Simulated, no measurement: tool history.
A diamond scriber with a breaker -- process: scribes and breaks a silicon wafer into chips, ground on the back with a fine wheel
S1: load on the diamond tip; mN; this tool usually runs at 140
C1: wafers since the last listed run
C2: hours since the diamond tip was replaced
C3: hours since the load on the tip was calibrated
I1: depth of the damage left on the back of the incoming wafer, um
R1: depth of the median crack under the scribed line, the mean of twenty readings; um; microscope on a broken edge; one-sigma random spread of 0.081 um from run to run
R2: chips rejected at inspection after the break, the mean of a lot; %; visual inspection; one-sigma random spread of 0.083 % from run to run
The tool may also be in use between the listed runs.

| run | hour | S1 | C1 | C2 | C3 | I1 | R1 | R2 |
|---|---|---|---|---|---|---|---|---|
| 1 | 0 | 166 | 0 | 763.3 | 647.8 | 1.82 | 11.82 | 1.09 |
| 2 | 11.7 | 166 | 17 | 775 | 659.5 | 1.87 | 12.05 | 0.94 |
| 3 | 26.5 | 166 | 22 | 789.8 | 674.3 | 1.79 | 12.02 | 1.02 |
| 4 | 35.1 | 140 | 13 | 798.4 | 682.9 | 2.15 | 10.79 | 4.82 |
| 5 | 53.1 | 112 | 27 | 816.4 | 700.9 | 1.99 | 9.49 | 12.27 |
| 6 | 63.3 | 112 | 15 | 826.6 | 711.1 | 2.82 | 9.54 | 15 |
| 7 | 69.7 | 112 | 9 | 833 | 717.5 | 1.63 | 9.52 | 12.3 |
| 8 | 78.3 | 110 | 13 | 841.6 | 726.1 | 1.88 | 9.35 | 13.14 |
| 9 | 87.3 | 110 | 13 | 850.6 | 735.1 | 1.93 | 9.42 | 12.16 |
| 10 | 111.9 | 110 | 37 | 875.2 | 759.7 | 1.69 | 9.54 | 12.07 |
| 11 | 118.1 | 140 | 9 | 881.4 | 765.9 | 2.69 | 10.84 | 4.38 |
|  | 126.9 | diamond tip replaced by a new one |
| 12 | 133.6 | 140 | 20 | 6.7 | 781.4 | 2.92 | 12.93 | 2.25 |
| 13 | 140.4 | 140 | 10 | 13.5 | 788.2 | 2.62 | 12.92 | 1.78 |
| 14 | 151.6 | 140 | 17 | 24.7 | 799.4 | 2.53 | 12.81 | 1.53 |
| 15 | 159.6 | 122 | 12 | 32.7 | 807.4 | 1.74 | 11.8 | 1.07 |
| 16 | 176.7 | 140 | 25 | 49.8 | 824.5 | 2.82 | 12.75 | 1.85 |
| 17 | 193.2 | 126 | 25 | 66.3 | 841 | 1.87 | 11.95 | 1.09 |
|  | 203.9 | load on the tip recalibrated |
| 18 | 206.2 | 140 | 16 | 79.3 | 2.3 | 1.6 | 11.63 | 1.08 |
| 19 | 218.7 | 140 | 18 | 91.8 | 14.8 | 2.66 | 11.7 | 1.88 |
| 20 | 235.7 | 108 | 25 | 108.8 | 31.8 | 2.05 | 10.1 | 7.86 |
| 21 | 249.9 | 155 | 21 | 123 | 46 | 2.76 | 12.17 | 1.81 |
| 22 | 259.2 | 140 | 14 | 132.3 | 55.3 | 2.51 | 11.63 | 1.99 |
| 23 | 269.3 | 170 | 15 | 142.4 | 65.4 | 1.81 | 12.82 | 1.28 |
| 24 | 282.2 | 117 | 19 | 155.3 | 78.3 | 2 | 10.34 | 6.37 |
| 25 | 294.3 | 156 | 18 | 167.4 | 90.4 | 2.35 | 12.04 | 1.28 |
| 26 | 309.3 | 140 | 22 | 182.4 | 105.4 | 1.51 | 11.36 | 1.64 |
| 27 | 326.2 | 140 | 25 | 199.3 | 122.3 | 1.84 | 11.23 | 2.27 |
| 28 | 375 | 114 | 74 | 248.1 | 171.1 | 1.51 | 10.01 | 8.88 |

The next listed run, before its measurement:
| 29 | 385.2 | 177 | 15 | 258.3 | 181.3 | 2.04 | ? | ? |

{"run 29": {"R1": 12.87, "R2": 1.41}}
Without the tool's hidden state the same run would have given R1 14.13 um, R2 4.62 %.
